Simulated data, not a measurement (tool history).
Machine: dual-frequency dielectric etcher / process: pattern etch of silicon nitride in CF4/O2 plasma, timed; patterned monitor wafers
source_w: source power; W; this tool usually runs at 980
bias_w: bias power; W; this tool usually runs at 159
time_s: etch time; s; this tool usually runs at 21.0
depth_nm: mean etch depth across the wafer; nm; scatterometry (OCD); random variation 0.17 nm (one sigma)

run,hour,source_w,bias_w,time_s,"read-back reference wafer on the same gauge, depth_nm",depth_nm
1,0.0,980,159,21.0,72.5,67.2
2,16.3,980,159,21.0,72.5,67.2
3,28.9,980,159,21.0,72.6,67.4
4,63.8,980,128,21.0,72.5,64.5
5,90.4,980,128,21.0,72.6,64.3
6,108.7,980,128,21.0,72.4,64.4
7,121.6,980,159,21.0,72.5,67.2
8,145.0,980,159,21.0,72.5,67.3
9,162.2,980,159,21.0,72.6,67.0
10,183.3,980,159,21.0,72.5,67.0
11,197.8,980,159,21.0,72.4,66.8
# hour 202.6: gauge calibrated
12,233.1,980,159,21.0,72.5,67.1
13,248.3,980,128,21.0,72.4,64.0
14,269.1,780,144,19.0,72.6,48.7
# hour 278.3: bias power generator calibrated
# hour 305.5: upper electrode replaced
15,350.4,850,122,21.0,72.4,56.1
# hour 365.9: source power generator calibrated
16,373.8,750,159,21.0,72.4,53.0
17,404.9,980,159,24.5,72.5,78.7
# hour 494.6: wet clean of the chamber
18,504.2,1040,159,21.0,72.5,70.7
19,534.7,980,159,21.0,72.6,67.3
20,568.4,980,197,17.0,72.4,56.8
21,586.8,1170,190,21.0,72.5,81.9
22,618.5,980,146,16.0,72.6,50.2

What the log doesn't show, run by run:
etch rate over this chamber's usual, %: 0 across all the runs
source power that arrives over what is set, %: 0 across all the runs
bias power that arrives over what is set, %: 0 across all the runs
gauge reads high (%): 0 across all the runs
